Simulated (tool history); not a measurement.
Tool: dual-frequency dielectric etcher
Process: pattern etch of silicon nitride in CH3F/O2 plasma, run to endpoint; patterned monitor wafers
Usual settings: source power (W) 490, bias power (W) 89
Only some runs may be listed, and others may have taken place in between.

run   hour  source power (W)  bias power (W)  incoming incoming film thickness, nm  endpoint time (s)
  1      0               490              72                                  90.8               91.9
  2     44               490              84                                  91.9               89.7
  3   81.9               490              84                                  90.8               89.1
  4    150               490              84                                  90.8               89.5
  5  184.5               490              96                                  91.2               86.5
  6  252.8               530              89                                  90.1                 86
  7  315.4               530              89                                  90.9               86.8
     361.6  -- bias power generator calibrated
  8  381.1               490              89                                  90.6                 90
  9  428.9               490              89                                  91.2               90.3
 10  477.9               520             107                                  91.5               85.5
     517.2  -- wet clean of the chamber
     548.8  -- upper electrode replaced
 11  549.3               490              89                                  90.8               85.8
       567  -- source power generator calibrated
 12    584               530              71                                  90.6               90.9
 13  625.3               580              75                                  91.2               87.8
 14  694.3               490              89                                  91.2               87.8
 15  734.6               420              80                                  90.9               94.4
 16  786.9               380              83                                  91.7               97.4
 17  856.6               490              73                                  90.1               93.7
 18  908.6               520              79                                    91               91.7
     959.4  -- wet clean of the chamber
 19  959.9               430              89                                  90.7               87.9

The logged runs with the hidden state left out (each run's random variation unchanged):
Unlogged tool condition in this case: etch rate over this chamber's usual, %; source power that arrives over what is set, %; bias power that arrives over what is set, %.
run  endpoint time (s)
  1               92.2
  2               89.6
  3               88.5
  4               88.3
  5                 85
  6               83.9
  7                 84
  8               86.5
  9               86.3
 10               81.3
 11               85.1
 12               89.8
 13               86.3
 14               85.6
 15               91.7
 16                 94
 17               89.7
 18               87.2
 19               88.7
